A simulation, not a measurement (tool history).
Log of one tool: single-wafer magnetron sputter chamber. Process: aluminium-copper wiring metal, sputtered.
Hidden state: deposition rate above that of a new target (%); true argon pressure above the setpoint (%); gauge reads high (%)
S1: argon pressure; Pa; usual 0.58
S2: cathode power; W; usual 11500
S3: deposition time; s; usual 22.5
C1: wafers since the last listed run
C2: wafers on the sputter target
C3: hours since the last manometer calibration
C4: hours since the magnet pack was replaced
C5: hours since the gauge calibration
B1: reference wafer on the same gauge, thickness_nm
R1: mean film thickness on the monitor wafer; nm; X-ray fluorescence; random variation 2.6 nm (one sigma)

run 1 hour=0 | S1=0.58 S2=11500 S3=22.5 | C1=0 C2=4954 C3=2013.3 C4=9409 C5=261.6 | B1=468.551 | R1=449.571
run 2 hour=107.2 | S1=0.58 S2=11500 S3=22.5 | C1=3926 C2=8881 C3=2120.5 C4=9516.2 C5=368.8 | B1=467.876 | R1=452.817
-- hour=145.2 sputter target and shields replaced
run 3 hour=156.9 | S1=0.58 S2=11500 S3=22.5 | C1=1527 C2=427 C3=2170.2 C4=9565.9 C5=418.5 | B1=467.859 | R1=452.79
run 4 hour=204.6 | S1=0.58 S2=10000 S3=22.5 | C1=1747 C2=2174 C3=2217.9 C4=9613.6 C5=466.2 | B1=467.849 | R1=395.522
run 5 hour=295.8 | S1=0.58 S2=10000 S3=22.5 | C1=3340 C2=5515 C3=2309.1 C4=9704.8 C5=557.4 | B1=467.575 | R1=391.232
run 6 hour=349.4 | S1=0.58 S2=11500 S3=22.5 | C1=1963 C2=7478 C3=2362.7 C4=9758.4 C5=611 | B1=468.117 | R1=453.418
-- hour=424.3 sputter target and shields replaced
-- hour=436.9 capacitance manometer re-zeroed and calibrated
run 7 hour=442.8 | S1=0.58 S2=11500 S3=22.5 | C1=2834 C2=385 C3=5.9 C4=9851.8 C5=704.4 | B1=467.699 | R1=453.21
run 8 hour=493.9 | S1=0.58 S2=11500 S3=22.5 | C1=1871 C2=2257 C3=57 C4=9902.9 C5=755.5 | B1=468.298 | R1=453.986
run 9 hour=537.2 | S1=0.58 S2=11500 S3=19.7 | C1=1585 C2=3843 C3=100.3 C4=9946.2 C5=798.8 | B1=467.797 | R1=394.927
run 10 hour=639.6 | S1=0.58 S2=11500 S3=22.5 | C1=3750 C2=7594 C3=202.7 C4=10048.6 C5=901.2 | B1=468.09 | R1=452.117
-- hour=684.6 magnet pack replaced
-- hour=691.7 sputter target and shields replaced
run 11 hour=692.2 | S1=0.58 S2=11500 S3=22.5 | C1=1374 C2=19 C3=255.3 C4=7.6 C5=953.8 | B1=467.016 | R1=449.752
run 12 hour=748.9 | S1=0.785 S2=13950 S3=24.4 | C1=2076 C2=2095 C3=312 C4=64.3 C5=1010.5 | B1=468.206 | R1=523.251
-- hour=819.3 gauge calibrated
run 13 hour=848.2 | S1=0.58 S2=11500 S3=18.7 | C1=3637 C2=5732 C3=411.3 C4=163.6 C5=28.9 | B1=467.862 | R1=376.059
run 14 hour=892.9 | S1=0.58 S2=11500 S3=22.5 | C1=1637 C2=7370 C3=456 C4=208.3 C5=73.6 | B1=467.736 | R1=451.517
-- hour=903.6 sputter target and shields replaced
run 15 hour=976.6 | S1=0.722 S2=13350 S3=20.8 | C1=2772 C2=2672 C3=539.7 C4=292 C5=157.3 | B1=468.455 | R1=445.097
run 16 hour=1017.8 | S1=0.58 S2=14050 S3=18.7 | C1=1509 C2=4181 C3=580.9 C4=333.2 C5=198.5 | B1=468.077 | R1=458.306
run 17 hour=1115 | S1=0.58 S2=11500 S3=22.5 | C1=3560 C2=7741 C3=678.1 C4=430.4 C5=295.7 | B1=467.988 | R1=452.058
-- hour=1156.7 sputter target and shields replaced
run 18 hour=1160.1 | S1=0.58 S2=8800 S3=18.9 | C1=1358 C2=124 C3=723.2 C4=475.5 C5=340.8 | B1=467.809 | R1=286.578
run 19 hour=1222.5 | S1=0.776 S2=13550 S3=19 | C1=2285 C2=2409 C3=785.6 C4=537.9 C5=403.2 | B1=467.918 | R1=400.536

3 ways to go on from here, each from the tool as it stands after run 19. What would each give?
run A hour=1222.9 | S1=0.58 S2=11500 S3=22.5 | C1=14 C2=2424 C3=786 C4=538.3 C5=403.6 | B1=? | R1=?
run B hour=1222.9 | S1=0.58 S2=13000 S3=22.5 | C1=14 C2=2424 C3=786 C4=538.3 C5=403.6 | B1=? | R1=?
run C hour=1222.9 | S1=0.426 S2=11500 S3=26.7 | C1=14 C2=2424 C3=786 C4=538.3 C5=403.6 | B1=? | R1=?

run=A B1=467.375 R1=452.72
run=B B1=467.375 R1=511.77
run=C B1=467.375 R1=591.873
Without the tool's hidden state the same runs would have given:
run=A R1=452.72
run=B R1=511.77
run=C R1=591.873
